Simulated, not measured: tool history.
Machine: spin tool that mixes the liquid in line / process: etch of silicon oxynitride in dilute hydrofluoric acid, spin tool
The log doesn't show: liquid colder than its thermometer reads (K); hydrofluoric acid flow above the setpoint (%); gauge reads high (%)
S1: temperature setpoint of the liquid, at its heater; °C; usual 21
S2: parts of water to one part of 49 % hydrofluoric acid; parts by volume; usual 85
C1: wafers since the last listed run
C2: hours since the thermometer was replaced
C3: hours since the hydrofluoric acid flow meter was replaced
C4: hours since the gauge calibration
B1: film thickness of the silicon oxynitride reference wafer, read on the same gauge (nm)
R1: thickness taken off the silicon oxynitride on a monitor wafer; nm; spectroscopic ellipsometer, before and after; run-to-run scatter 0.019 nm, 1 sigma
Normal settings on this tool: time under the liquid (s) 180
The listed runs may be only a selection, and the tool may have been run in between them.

{"run": 1, "day": 0.0, "S1": 21, "S2": 85, "time under the liquid (s)": 180, "C1": 0, "C2": 1925.9, "C3": 651.3, "C4": 685.6, "B1": 70.015, "R1": 2.793}
{"run": 2, "day": 3.129, "S1": 21, "S2": 85, "time under the liquid (s)": 180, "C1": 500, "C2": 2001, "C3": 726.4, "C4": 760.7, "B1": 70.008, "R1": 2.807}
{"run": 3, "day": 4.696, "S1": 21, "S2": 85, "time under the liquid (s)": 180, "C1": 250, "C2": 2038.6, "C3": 764, "C4": 798.3, "B1": 70.028, "R1": 2.788}
{"run": 4, "day": 7.942, "S1": 21, "S2": 85, "time under the liquid (s)": 180, "C1": 519, "C2": 2116.5, "C3": 841.9, "C4": 876.2, "B1": 70.03, "R1": 2.769}
{"day": 20.475, "done": "gauge calibrated"}
{"run": 5, "day": 20.796, "S1": 21, "S2": 85, "time under the liquid (s)": 180, "C1": 2057, "C2": 2425, "C3": 1150.4, "C4": 7.7, "B1": 70.05, "R1": 2.739}
{"day": 20.954, "done": "thermometer replaced"}
{"run": 6, "day": 22.525, "S1": 21, "S2": 85, "time under the liquid (s)": 180, "C1": 270, "C2": 37.7, "C3": 1191.9, "C4": 49.2, "B1": 69.984, "R1": 2.598}
{"run": 7, "day": 26.083, "S1": 21, "S2": 85, "time under the liquid (s)": 180, "C1": 569, "C2": 123.1, "C3": 1277.3, "C4": 134.6, "B1": 70.004, "R1": 2.577}
{"run": 8, "day": 27.846, "S1": 21, "S2": 85, "time under the liquid (s)": 180, "C1": 282, "C2": 165.4, "C3": 1319.6, "C4": 176.9, "B1": 69.988, "R1": 2.604}
{"day": 28.554, "done": "thermometer replaced, repeated, since the last time left the tool worse"}
{"run": 9, "day": 31.417, "S1": 21, "S2": 85, "time under the liquid (s)": 180, "C1": 564, "C2": 68.7, "C3": 1405.3, "C4": 262.6, "B1": 69.977, "R1": 2.954}
{"run": 10, "day": 33.988, "S1": 25, "S2": 85, "time under the liquid (s)": 180, "C1": 411, "C2": 130.4, "C3": 1467, "C4": 324.3, "B1": 69.972, "R1": 3.563}
{"run": 11, "day": 38.025, "S1": 21, "S2": 85, "time under the liquid (s)": 180, "C1": 646, "C2": 227.3, "C3": 1563.9, "C4": 421.2, "B1": 70.023, "R1": 2.918}
{"run": 12, "day": 41.567, "S1": 24.5, "S2": 85, "time under the liquid (s)": 70, "C1": 566, "C2": 312.3, "C3": 1648.9, "C4": 506.2, "B1": 70.023, "R1": 1.341}
{"run": 13, "day": 45.371, "S1": 21, "S2": 85, "time under the liquid (s)": 180, "C1": 608, "C2": 403.6, "C3": 1740.2, "C4": 597.5, "B1": 69.958, "R1": 2.874}
{"day": 46.304, "done": "hydrofluoric acid flow meter replaced"}
{"run": 14, "day": 49.125, "S1": 19, "S2": 85, "time under the liquid (s)": 235, "C1": 594, "C2": 493.7, "C3": 67.7, "C4": 687.6, "B1": 70.031, "R1": 3.49}
{"run": 15, "day": 53.212, "S1": 21, "S2": 95, "time under the liquid (s)": 180, "C1": 654, "C2": 591.8, "C3": 165.8, "C4": 785.7, "B1": 70.018, "R1": 2.564}
{"run": 16, "day": 55.792, "S1": 21, "S2": 85, "time under the liquid (s)": 180, "C1": 412, "C2": 653.7, "C3": 227.7, "C4": 847.6, "B1": 69.992, "R1": 2.862}
{"run": 17, "day": 58.758, "S1": 18.5, "S2": 85, "time under the liquid (s)": 280, "C1": 474, "C2": 724.9, "C3": 298.9, "C4": 918.8, "B1": 70.033, "R1": 3.932}
{"day": 60.075, "done": "gauge calibrated"}
{"run": 18, "day": 61.692, "S1": 23.5, "S2": 115, "time under the liquid (s)": 180, "C1": 469, "C2": 795.3, "C3": 369.3, "C4": 38.8, "B1": 69.982, "R1": 2.346}

What if the next run were any one of these 3? Each begins from the tool's condition after run 18:
{"run": "A", "day": 61.712, "S1": 19, "S2": 85, "time under the liquid (s)": 180, "C1": 3, "C2": 795.8, "C3": 369.8, "C4": 39.3, "B1": "?", "R1": "?"}
{"run": "B", "day": 61.712, "S1": 24.5, "S2": 105, "time under the liquid (s)": 100, "C1": 3, "C2": 795.8, "C3": 369.8, "C4": 39.3, "B1": "?", "R1": "?"}
{"run": "C", "day": 61.712, "S1": 21, "S2": 105, "time under the liquid (s)": 180, "C1": 3, "C2": 795.8, "C3": 369.8, "C4": 39.3, "B1": "?", "R1": "?"}

run=A B1=69.972 R1=2.585
run=B B1=69.972 R1=1.496
run=C B1=69.972 R1=2.277
Without the tool's unlogged condition, the same runs would have read:
run=A R1=2.686
run=B R1=1.551
run=C R1=2.364
